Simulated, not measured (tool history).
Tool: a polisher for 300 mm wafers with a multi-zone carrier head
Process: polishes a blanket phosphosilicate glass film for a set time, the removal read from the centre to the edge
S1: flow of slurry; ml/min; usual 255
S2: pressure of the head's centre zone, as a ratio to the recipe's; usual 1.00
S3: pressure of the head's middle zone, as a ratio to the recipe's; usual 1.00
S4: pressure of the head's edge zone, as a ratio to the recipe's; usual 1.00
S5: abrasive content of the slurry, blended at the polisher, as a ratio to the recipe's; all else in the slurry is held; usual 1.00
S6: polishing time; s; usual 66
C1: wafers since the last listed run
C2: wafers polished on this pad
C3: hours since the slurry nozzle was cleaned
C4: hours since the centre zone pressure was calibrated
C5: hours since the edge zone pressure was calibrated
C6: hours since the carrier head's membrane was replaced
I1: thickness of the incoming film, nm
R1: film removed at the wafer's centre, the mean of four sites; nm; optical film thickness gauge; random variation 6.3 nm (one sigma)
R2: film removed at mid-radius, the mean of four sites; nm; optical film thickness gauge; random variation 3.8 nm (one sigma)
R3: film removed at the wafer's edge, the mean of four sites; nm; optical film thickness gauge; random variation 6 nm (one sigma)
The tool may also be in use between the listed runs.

Run 1, hour 0.0: usual settings; C1 0; C2 1390; C3 302.1; C4 454.5; C5 399.3; C6 274.6; I1 4514.9. Result: R1 462.5 nm, R2 450.3 nm, R3 462.3 nm.
At hour 13.4: slurry nozzle cleaned.
Run 2, hour 51.7: usual settings; C1 507; C2 1897; C3 38.3; C4 506.2; C5 451.0; C6 326.3; I1 4502.1. Result: R1 475.7 nm, R2 471.2 nm, R3 474.7 nm.
Run 3, hour 85.5: usual settings; C1 338; C2 2236; C3 72.1; C4 540.0; C5 484.8; C6 360.1; I1 4463.9. Result: R1 481.6 nm, R2 463.9 nm, R3 474.8 nm.
At hour 107.6: worn pad replaced by a new one.
Run 4, hour 138.5: usual settings; C1 490; C2 309; C3 125.1; C4 593.0; C5 537.8; C6 413.1; I1 4450.2. Result: R1 478.0 nm, R2 459.5 nm, R3 468.4 nm.
Run 5, hour 200.2: usual settings; C1 617; C2 927; C3 186.8; C4 654.7; C5 599.5; C6 474.8; I1 4555.3. Result: R1 470.4 nm, R2 461.6 nm, R3 460.0 nm.
At hour 227.0: edge zone pressure recalibrated.
Run 6, hour 272.1: usual settings; C1 699; C2 1627; C3 258.7; C4 726.6; C5 45.1; C6 546.7; I1 4507.8. Result: R1 473.2 nm, R2 456.1 nm, R3 459.8 nm.
At hour 294.0: slurry nozzle cleaned.
Run 7, hour 315.1: usual settings but S2 1.04, S4 1.11; C1 420; C2 2047; C3 21.1; C4 769.6; C5 88.1; C6 589.7; I1 4487.9. Result: R1 516.9 nm, R2 482.4 nm, R3 498.7 nm.
Run 8, hour 345.1: usual settings; C1 300; C2 2348; C3 51.1; C4 799.6; C5 118.1; C6 619.7; I1 4422.8. Result: R1 490.5 nm, R2 474.0 nm, R3 473.8 nm.
At hour 367.3: worn pad replaced by a new one.
Run 9, hour 381.4: usual settings; C1 323; C2 141; C3 87.4; C4 835.9; C5 154.4; C6 656.0; I1 4431.2. Result: R1 485.7 nm, R2 466.5 nm, R3 476.1 nm.
Run 10, hour 412.8: usual settings; C1 314; C2 455; C3 118.8; C4 867.3; C5 185.8; C6 687.4; I1 4453.5. Result: R1 475.5 nm, R2 467.3 nm, R3 473.8 nm.
At hour 416.3: centre zone pressure recalibrated.
Run 11, hour 446.7: usual settings but S1 300 ml/min, S2 0.93, S4 1.10, S5 1.25; C1 319; C2 775; C3 152.7; C4 30.4; C5 219.7; C6 721.3; I1 4444.6. Result: R1 485.2 nm, R2 509.9 nm, R3 536.1 nm.
Run 12, hour 515.1: usual settings but S1 185 ml/min, S2 1.04, S4 1.04, S5 0.85; C1 684; C2 1459; C3 221.1; C4 98.8; C5 288.1; C6 789.7; I1 4519.2. Result: R1 446.2 nm, R2 420.4 nm, R3 442.2 nm.
At hour 547.1: carrier head's membrane replaced by a new one.
Run 13, hour 576.3: usual settings but S3 0.93, S6 48 s; C1 562; C2 2022; C3 282.3; C4 160.0; C5 349.3; C6 29.2; I1 4422.2. Result: R1 334.4 nm, R2 305.6 nm, R3 328.9 nm.
At hour 614.3: slurry nozzle cleaned.
Run 14, hour 619.8: usual settings but S3 0.88, S5 0.75, S6 51 s; C1 425; C2 2448; C3 5.5; C4 203.5; C5 392.8; C6 72.7; I1 4451.8. Result: R1 345.9 nm, R2 303.2 nm, R3 339.1 nm.
At hour 626.6: worn pad replaced by a new one.
Run 15, hour 682.4: usual settings but S5 1.25; C1 586; C2 558; C3 68.1; C4 266.1; C5 455.4; C6 135.3; I1 4492.2. Result: R1 518.7 nm, R2 500.8 nm, R3 510.6 nm.
Run 16, hour 723.7: usual settings but S5 0.85; C1 413; C2 972; C3 109.4; C4 307.4; C5 496.7; C6 176.6; I1 4397.8. Result: R1 456.3 nm, R2 443.3 nm, R3 444.9 nm.
Run 17, hour 782.5: usual settings but S4 1.05; C1 588; C2 1560; C3 168.2; C4 366.2; C5 555.5; C6 235.4; I1 4466.2. Result: R1 476.5 nm, R2 454.5 nm, R3 475.7 nm.
Run 18, hour 849.1: usual settings but S1 280 ml/min; C1 666; C2 2227; C3 234.8; C4 432.8; C5 622.1; C6 302.0; I1 4444.9. Result: R1 483.1 nm, R2 466.3 nm, R3 462.6 nm.
Run 19, hour 890.7: usual settings but S2 0.96, S3 1.04, S4 1.04; C1 416; C2 2644; C3 276.4; C4 474.4; C5 663.7; C6 343.6; I1 4447.1. Result: R1 438.6 nm, R2 468.4 nm, R3 469.3 nm.
At hour 914.3: worn pad replaced by a new one.
At hour 924.2: edge zone pressure recalibrated.
At hour 943.0: slurry nozzle cleaned.
Run 20, hour 954.9: usual settings but S1 335 ml/min, S2 1.11, S3 1.09, S5 1.25; C1 572; C2 376; C3 11.9; C4 538.6; C5 30.7; C6 407.8; I1 4494.0. Result: R1 602.3 nm, R2 560.3 nm, R3 523.0 nm.
Run 21, hour 1011.8: usual settings; C1 569; C2 946; C3 68.8; C4 595.5; C5 87.6; C6 464.7; I1 4429.6. Result: R1 484.6 nm, R2 469.5 nm, R3 480.7 nm.

Some steps in R1 between neighbouring runs. How much of each would the tool show without its hidden state too (settings, what came in, random variation), and how much is left for the hidden state, with any gauge scatter that isn't in both results?
The hidden state here: removal rate lost through wear of the pad, %; slurry flow missing at the pad, %; deviation of the centre zone's pressure from its setpoint, %; deviation of the edge zone's pressure from its setpoint, %.
Run 1 -> 2: slurry nozzle cleaned. R1 +13.2 nm: hidden state +32.5, all else -19.3.
Run 14 -> 15: S3 0.88 -> 1.00, S5 0.75 -> 1.25, S6 51 -> 66, worn pad replaced by a new one. R1 +172.8 nm: hidden state -6.9, all else +179.7.
Run 19 -> 20: S1 255 -> 335, S2 0.96 -> 1.11, S3 1.04 -> 1.09, S4 1.04 -> 1.00, S5 1.00 -> 1.25, worn pad replaced by a new one, edge zone pressure recalibrated, slurry nozzle cleaned. R1 +163.7 nm: hidden state +30.6, all else +133.1.
